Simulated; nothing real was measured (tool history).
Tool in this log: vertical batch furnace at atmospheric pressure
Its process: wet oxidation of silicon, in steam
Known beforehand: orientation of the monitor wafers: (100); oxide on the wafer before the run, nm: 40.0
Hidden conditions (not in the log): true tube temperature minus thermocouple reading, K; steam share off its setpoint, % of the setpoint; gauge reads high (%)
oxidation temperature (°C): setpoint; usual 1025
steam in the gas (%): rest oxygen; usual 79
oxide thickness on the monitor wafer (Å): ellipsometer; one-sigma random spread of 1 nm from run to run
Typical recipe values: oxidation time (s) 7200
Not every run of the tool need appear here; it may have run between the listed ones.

run	day	oxidation temperature (°C)	oxidation time (s)	steam in the gas (%)	wafers since the last listed run	hours since the last temperature calibration	hours since the steam generator was serviced	hours since the gauge calibration	read-back reference wafer on the same gauge, thickness	oxide thickness on the monitor wafer (Å)
1	0	1025	7200	79	0	4041.1	2613.6	487.9	534.96	6536.4
2	1.112	1025	7200	79	405	4067.8	2640.3	514.6	535.1	6522.5
3	5.525	1025	7200	79	1608	4173.7	2746.2	620.5	535.02	6519.2
4	6.85	1025	4500	79	483	4205.5	2778	652.3	534.85	4900.8
5	7.562	1025	4500	79	259	4222.6	2795.1	669.4	535.18	4900.3
6	9.008	1025	4500	79	527	4257.3	2829.8	704.1	534.94	4892
# day 10.758: thermocouples replaced and temperature profile calibrated
7	10.779	1025	7200	79	280	0.5	2872.3	746.6	534.91	6301.3
8	10.979	1045	7200	79	72	5.3	2877.1	751.4	535.12	6968.9
9	11.617	1045	7200	79	232	20.6	2892.4	766.7	534.77	6946.4
# day 11.829: gauge calibrated
10	13.079	1045	7200	79	533	55.7	2927.5	30	534.81	6943.6
# day 14.383: steam generator serviced
11	14.404	1025	4890	79	118	87.5	0.5	61.8	535.21	5246.3
12	14.854	1041	7200	79	164	98.3	11.3	72.6	535.06	7163.8
13	15.971	1025	7200	70	407	125.1	38.1	99.4	534.81	6161.9
14	16.533	1025	7200	70	205	138.6	51.6	112.9	534.68	6168.8
15	17.608	1020	7200	79	391	164.4	77.4	138.7	535.09	6468.1
16	18.817	1031	5250	71	440	193.4	106.4	167.7	534.85	5311.7
17	19.767	1025	7200	79	346	216.2	129.2	190.5	534.85	6618.8
18	20.812	1039	7200	79	381	241.3	154.3	215.6	535	7104.9
19	22.2	1025	7200	79	505	274.6	187.6	248.9	534.85	6634.1
20	23.667	1008	7200	79	534	309.8	222.8	284.1	534.81	6039.5
21	24.396	1025	5430	79	265	327.3	240.3	301.6	535.17	5601.4
22	25.154	1010	9930	79	276	345.5	258.5	319.8	534.95	7436.2
23	25.712	1032	9420	72	203	358.9	271.9	333.2	535.01	7628.9
24	26.788	1025	7200	79	391	384.7	297.7	359	534.87	6615.3
25	27.912	1048	4350	89	410	411.7	324.7	386	535.04	5926.3
26	29.4	1049	10710	79	542	447.4	360.4	421.7	534.99	9317.9
27	30.812	1025	7200	79	514	481.3	394.3	455.6	535.33	6618.9
28	31.342	1025	7200	79	192	494	407	468.3	535.03	6627.3
29	32.417	1035	8730	89	391	519.8	432.8	494.1	534.8	8337.9
30	33.092	1035	7200	69	246	536	449	510.3	535.12	6441.9
31	34.025	1025	9810	79	340	558.4	471.4	532.7	534.95	7943.7

Below, some changes in oxide thickness on the monitor wafer (Å) between adjacent runs. For each, the amount present without the hidden state too (settings, incoming material, random variation) and the amount remaining for the hidden state with gauge scatter not shared by both compared results:
Run 3 -> 4: oxidation time (s) 7200 -> 4500. oxide thickness on the monitor wafer (Å) -1618.4: hidden state +42.2, all else -1660.6.
Run 6 -> 7: oxidation time (s) 4500 -> 7200, thermocouples replaced and temperature profile calibrated. oxide thickness on the monitor wafer (Å) +1409.3: hidden state -242.6, all else +1651.9.
Run 10 -> 11: oxidation temperature (°C) 1045 -> 1025, oxidation time (s) 7200 -> 4890, steam generator serviced. oxide thickness on the monitor wafer (Å) -1697.3: hidden state +376.9, all else -2074.2.
Run 11 -> 12: oxidation temperature (°C) 1025 -> 1041, oxidation time (s) 4890 -> 7200. oxide thickness on the monitor wafer (Å) +1917.5: hidden state -9, all else +1926.5.
Run 25 -> 26: oxidation temperature (°C) 1048 -> 1049, oxidation time (s) 4350 -> 10710, steam in the gas (%) 89 -> 79. oxide thickness on the monitor wafer (Å) +3391.6: hidden state -18, all else +3409.6.
Run 26 -> 27: oxidation temperature (°C) 1049 -> 1025, oxidation time (s) 10710 -> 7200. oxide thickness on the monitor wafer (Å) -2699: hidden state +13.5, all else -2712.5.
